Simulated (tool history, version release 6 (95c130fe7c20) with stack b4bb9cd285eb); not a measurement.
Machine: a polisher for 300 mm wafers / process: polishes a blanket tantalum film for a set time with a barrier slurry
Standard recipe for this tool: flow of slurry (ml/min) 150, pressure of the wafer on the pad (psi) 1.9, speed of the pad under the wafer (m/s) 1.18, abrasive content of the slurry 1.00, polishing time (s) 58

| run | hour | flow of slurry (ml/min) | pressure of the wafer on the pad (psi) | speed of the pad under the wafer (m/s) | abrasive content of the slurry | polishing time (s) | wafers since the last listed run | wafers polished on this pad | hours since the slurry nozzle was cleaned | hours since the head pressure was calibrated | hours since the slurry blender was calibrated | incoming thickness of the incoming film, nm | film removed (nm) |
|---|---|---|---|---|---|---|---|---|---|---|---|---|---|
| 1 | 0.0 | 150 | 1.9 | 1.18 | 1.00 | 58 | 0 | 862 | 743.0 | 234.2 | 220.4 | 354.6 | 103.6 |
|  | 1.8 | slurry blender recalibrated |
|  | 3.2 | slurry nozzle cleaned |
| 2 | 68.0 | 150 | 1.9 | 1.18 | 1.00 | 58 | 416 | 1279 | 64.8 | 302.2 | 66.2 | 350.5 | 101.1 |
|  | 94.5 | worn pad replaced by a new one |
| 3 | 98.2 | 150 | 1.9 | 1.18 | 1.20 | 70 | 167 | 23 | 95.0 | 332.4 | 96.4 | 349.3 | 132.8 |
| 4 | 137.5 | 150 | 1.9 | 1.18 | 1.20 | 70 | 251 | 275 | 134.3 | 371.7 | 135.7 | 351.6 | 137.5 |
| 5 | 178.3 | 150 | 1.9 | 1.18 | 1.00 | 58 | 260 | 536 | 175.1 | 412.5 | 176.5 | 351.7 | 103.7 |
| 6 | 203.4 | 150 | 1.9 | 1.18 | 1.00 | 58 | 160 | 696 | 200.2 | 437.6 | 201.6 | 347.6 | 105.8 |
|  | 231.7 | slurry blender recalibrated |
| 7 | 233.0 | 150 | 1.9 | 1.18 | 1.00 | 54 | 176 | 872 | 229.8 | 467.2 | 1.3 | 353.0 | 97.8 |
| 8 | 258.8 | 150 | 2.3 | 1.18 | 1.00 | 58 | 164 | 1037 | 255.6 | 493.0 | 27.1 | 349.9 | 116.6 |
| 9 | 286.3 | 150 | 2.3 | 1.18 | 1.00 | 58 | 175 | 1213 | 283.1 | 520.5 | 54.6 | 354.4 | 117.5 |
| 10 | 323.9 | 150 | 2.3 | 1.18 | 1.00 | 58 | 240 | 1454 | 320.7 | 558.1 | 92.2 | 350.1 | 115.4 |
|  | 345.7 | worn pad replaced by a new one |
| 11 | 388.2 | 150 | 1.9 | 1.18 | 1.10 | 46 | 385 | 271 | 385.0 | 622.4 | 156.5 | 348.7 | 87.1 |
| 12 | 441.0 | 150 | 1.9 | 1.18 | 1.10 | 46 | 337 | 609 | 437.8 | 675.2 | 209.3 | 351.5 | 85.8 |
|  | 446.3 | slurry blender recalibrated |
| 13 | 500.8 | 135 | 1.9 | 1.18 | 1.00 | 58 | 369 | 978 | 497.6 | 735.0 | 54.5 | 353.7 | 101.0 |
| 14 | 537.9 | 120 | 1.9 | 1.18 | 1.00 | 58 | 237 | 1216 | 534.7 | 772.1 | 91.6 | 351.3 | 94.4 |
| 15 | 598.5 | 150 | 1.6 | 0.80 | 1.00 | 42 | 387 | 1603 | 595.3 | 832.7 | 152.2 | 346.4 | 40.8 |
|  | 628.7 | worn pad replaced by a new one |
| 16 | 650.9 | 150 | 1.9 | 1.18 | 1.00 | 58 | 309 | 141 | 647.7 | 885.1 | 204.6 | 346.5 | 102.3 |
|  | 670.9 | slurry blender recalibrated |
| 17 | 684.7 | 110 | 1.9 | 1.52 | 0.80 | 66 | 203 | 345 | 681.5 | 918.9 | 13.8 | 349.2 | 128.3 |
| 18 | 738.7 | 150 | 1.9 | 1.18 | 1.00 | 58 | 345 | 690 | 735.5 | 972.9 | 67.8 | 346.2 | 105.5 |
|  | 800.2 | slurry nozzle cleaned |
| 19 | 809.4 | 130 | 1.9 | 1.18 | 1.20 | 68 | 445 | 1136 | 9.2 | 1043.6 | 138.5 | 349.1 | 120.9 |
|  | 852.1 | worn pad replaced by a new one |
| 20 | 873.1 | 135 | 1.5 | 1.18 | 1.15 | 51 | 381 | 134 | 72.9 | 1107.3 | 202.2 | 350.4 | 78.7 |
|  | 888.0 | head pressure recalibrated |
| 21 | 920.6 | 105 | 1.9 | 0.82 | 1.15 | 74 | 290 | 425 | 120.4 | 32.6 | 249.7 | 343.8 | 88.2 |
|  | 937.2 | slurry blender recalibrated |
| 22 | 979.8 | 150 | 1.9 | 1.18 | 1.00 | 58 | 365 | 790 | 179.6 | 91.8 | 42.6 | 343.2 | 101.2 |
| 23 | 1015.3 | 150 | 1.9 | 1.18 | 1.00 | 58 | 226 | 1017 | 215.1 | 127.3 | 78.1 | 355.1 | 98.6 |
| 24 | 1067.5 | 150 | 1.9 | 1.18 | 1.00 | 58 | 333 | 1351 | 267.3 | 179.5 | 130.3 | 348.7 | 100.3 |
|  | 1090.3 | worn pad replaced by a new one |
| 25 | 1129.4 | 170 | 1.9 | 1.18 | 1.30 | 50 | 370 | 249 | 329.2 | 241.4 | 192.2 | 350.3 | 103.7 |
| 26 | 1169.4 | 150 | 1.9 | 1.18 | 0.90 | 58 | 255 | 505 | 369.2 | 281.4 | 232.2 | 351.3 | 100.3 |
|  | 1207.4 | slurry blender recalibrated |
| 27 | 1213.4 | 150 | 1.9 | 1.18 | 1.00 | 58 | 268 | 774 | 413.2 | 325.4 | 6.0 | 351.8 | 104.6 |
| 28 | 1248.5 | 150 | 2.1 | 1.18 | 1.00 | 78 | 224 | 998 | 448.3 | 360.5 | 41.1 | 350.0 | 150.3 |

What if the next run were any one of these 3? Each begins from the tool's condition after run 28:
| A | 1248.9 | 105 | 1.9 | 1.18 | 1.00 | 58 | 2 | 1001 | 448.7 | 360.9 | 41.5 | 355.0 | ? |
| B | 1248.9 | 150 | 1.9 | 1.18 | 1.25 | 41 | 2 | 1001 | 448.7 | 360.9 | 41.5 | 355.0 | ? |
| C | 1248.9 | 150 | 2.4 | 1.18 | 1.00 | 58 | 2 | 1001 | 448.7 | 360.9 | 41.5 | 355.0 | ? |

| run | film removed (nm) |
|---|---|
| A | 93.8 |
| B | 77.2 |
| C | 122.4 |
Take away the tool's hidden state, keep each run's random variation, and the runs would have read:
| run | film removed (nm) |
|---|---|
| A | 96.8 |
| B | 79.7 |
| C | 126.4 |
